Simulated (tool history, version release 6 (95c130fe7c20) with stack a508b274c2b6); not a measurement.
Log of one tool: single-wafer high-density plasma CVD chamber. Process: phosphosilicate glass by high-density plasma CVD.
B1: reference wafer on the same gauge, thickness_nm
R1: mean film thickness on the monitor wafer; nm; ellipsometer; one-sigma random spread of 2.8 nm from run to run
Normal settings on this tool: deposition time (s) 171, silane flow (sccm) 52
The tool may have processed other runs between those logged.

Run 1, hour 0: usual settings but deposition time (s) 181, silane flow (sccm) 56; B1 880.205. Result: R1 902.787 nm.
Run 2, hour 107.2: usual settings but deposition time (s) 181, silane flow (sccm) 56; B1 880.476. Result: R1 949.831 nm.
Run 3, hour 195.3: usual settings but deposition time (s) 181, silane flow (sccm) 56; B1 880.232. Result: R1 951.75 nm.
Run 4, hour 290.2: usual settings; B1 879.817. Result: R1 831.816 nm.
Run 5, hour 346.3: usual settings; B1 880.608. Result: R1 824.587 nm.
Run 6, hour 391.6: usual settings; B1 880.945. Result: R1 831.369 nm.
Run 7, hour 460.5: usual settings; B1 880.94. Result: R1 820.175 nm.
Run 8, hour 535.1: usual settings; B1 880.105. Result: R1 824.936 nm.
Run 9, hour 591.3: usual settings; B1 880.143. Result: R1 825.162 nm.
Run 10, hour 632.3: usual settings but deposition time (s) 154; B1 880.577. Result: R1 740.107 nm.
Run 11, hour 708.9: usual settings but deposition time (s) 154; B1 878.266. Result: R1 742.707 nm.
Run 12, hour 777.5: usual settings but deposition time (s) 154; B1 879.359. Result: R1 740.16 nm.
Run 13, hour 828.9: usual settings; B1 880.947. Result: R1 819.753 nm.
Run 14, hour 869.1: usual settings; B1 880.618. Result: R1 818.207 nm.
Run 15, hour 939.5: usual settings; B1 879.273. Result: R1 817.04 nm.
Run 16, hour 1038: usual settings; B1 879.496. Result: R1 814.257 nm.
Run 17, hour 1134: usual settings; B1 879.064. Result: R1 809.802 nm.
Run 18, hour 1238.6: usual settings; B1 879.366. Result: R1 804.341 nm.
Run 19, hour 1342.2: usual settings; B1 880.51. Result: R1 813.113 nm.
Run 20, hour 1426.5: usual settings but deposition time (s) 190; B1 879.799. Result: R1 894.319 nm.
Run 21, hour 1482.8: usual settings but deposition time (s) 191, silane flow (sccm) 49; B1 879.117. Result: R1 844.741 nm.
Run 22, hour 1569.9: usual settings but deposition time (s) 143, silane flow (sccm) 48; B1 879.377. Result: R1 618.148 nm.
Run 23, hour 1640.3: usual settings; B1 880.016. Result: R1 830.541 nm.
Run 24, hour 1732: usual settings; B1 881.099. Result: R1 829.901 nm.
Run 25, hour 1769.9: usual settings but deposition time (s) 155, silane flow (sccm) 55; B1 880.707. Result: R1 791.808 nm.
Run 26, hour 1838.2: usual settings but deposition time (s) 186, silane flow (sccm) 57; B1 878.962. Result: R1 981.258 nm.
Run 27, hour 1896.6: usual settings but deposition time (s) 199, silane flow (sccm) 43; B1 880.611. Result: R1 789.815 nm.
Run 28, hour 1986: usual settings but deposition time (s) 194, silane flow (sccm) 56; B1 881.964. Result: R1 1005.81 nm.
Run 29, hour 2057: usual settings but silane flow (sccm) 47; B1 881.964. Result: R1 742.624 nm.
Run 30, hour 2101.6: usual settings but silane flow (sccm) 42; B1 880.072. Result: R1 664.312 nm.
Run 31, hour 2197.1: usual settings; B1 879.907. Result: R1 816.592 nm.
Run 32, hour 2237.1: usual settings but silane flow (sccm) 59; B1 880.134. Result: R1 921.517 nm.
Run 33, hour 2340: usual settings but deposition time (s) 190, silane flow (sccm) 47; B1 878.586. Result: R1 819.519 nm.
Run 34, hour 2419.8: usual settings but deposition time (s) 138; B1 879.089. Result: R1 656.607 nm.

Not shown: 3 entries that the log had between the listed runs. Between which runs, and how does the tool's hidden state differ before and after?
Logged between run 1 and run 2: silane flow controller replaced (hour 34.8)
  delivered silane flow above the setpoint (%): -4.5 -> 0.24
  measured minus no-state result, R1: -42.546 -> +2.272 nm
Logged between run 22 and run 23: silane flow controller replaced (hour 1602.1)
  delivered silane flow above the setpoint (%): -3.52 -> -0.0523
  measured minus no-state result, R1: -22.551 -> -0.434 nm
Logged between run 25 and run 26: gauge calibrated (hour 1823.8)
  delivered silane flow above the setpoint (%): -0.385 -> -0.561
  measured minus no-state result, R1: -3.064 -> -5.536 nm
